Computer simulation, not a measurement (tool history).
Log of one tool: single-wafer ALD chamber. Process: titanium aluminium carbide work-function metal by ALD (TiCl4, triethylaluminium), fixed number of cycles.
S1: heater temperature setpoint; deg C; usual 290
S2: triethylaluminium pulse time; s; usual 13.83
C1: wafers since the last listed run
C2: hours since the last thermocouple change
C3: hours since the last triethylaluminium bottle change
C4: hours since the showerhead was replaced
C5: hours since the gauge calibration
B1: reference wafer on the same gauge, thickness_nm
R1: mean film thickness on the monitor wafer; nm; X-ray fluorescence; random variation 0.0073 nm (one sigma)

run	hour	S1	S2	C1	C2	C3	C4	C5	B1	R1
1	0	290	9.59	0	923	301	7425.6	92.1	2.009	1.892
2	26.8	290	9.59	211	949.8	327.8	7452.4	118.9	2.013	1.887
3	71.7	290	13.83	354	994.7	372.7	7497.3	163.8	2.009	1.923
4	276.4	290	13.83	1617	1199.4	577.4	7702	368.5	2.008	1.905
5	324.8	290	13.83	382	1247.8	625.8	7750.4	416.9	2.01	1.889
# hour 380.7: triethylaluminium bottle replaced
6	381.2	290	16.07	382	1304.2	0.5	7806.8	473.3	2.008	1.941
7	400.5	290	10.37	152	1323.5	19.8	7826.1	492.6	2.011	1.915
# hour 418.7: thermocouple changed; heater temperature recalibrated
8	468.5	299	17.49	473	49.8	87.8	7894.1	560.6	2.009	2.029
9	538.8	302	11.62	555	120.1	158.1	7964.4	630.9	2.01	2.044
# hour 583.4: showerhead replaced
10	597.9	277	13.83	403	179.2	217.2	14.5	690	2.009	1.804
# hour 619: gauge calibrated
11	623.6	305	18.23	203	204.9	242.9	40.2	4.6	2.008	2.099
12	649.4	285	16.02	203	230.7	268.7	66	30.4	2.011	1.902
13	704.6	290	13.83	436	285.9	323.9	121.2	85.6	2.009	1.923
14	734.1	290	13.83	233	315.4	353.4	150.7	115.1	2.01	1.927
15	776.1	290	8.69	331	357.4	395.4	192.7	157.1	2.01	1.864

Some steps in R1 between neighbouring runs. How much of each would the tool show without its hidden state too (settings, what came in, random variation), and how much is left for the hidden state, with any gauge scatter that isn't in both results?
The hidden state here: wafer temperature above the value expected at the setpoint (K); triethylaluminium dose above that of a fresh bottle (%); gauge reads high (%).
Run 5 -> 6: S2 13.83 -> 16.07, triethylaluminium bottle replaced. R1 +0.052 nm: hidden state +0.048, all else +0.004.
Run 10 -> 11: S1 277 -> 305, S2 13.83 -> 18.23, gauge calibrated. R1 +0.295 nm: hidden state +0.001, all else +0.294.

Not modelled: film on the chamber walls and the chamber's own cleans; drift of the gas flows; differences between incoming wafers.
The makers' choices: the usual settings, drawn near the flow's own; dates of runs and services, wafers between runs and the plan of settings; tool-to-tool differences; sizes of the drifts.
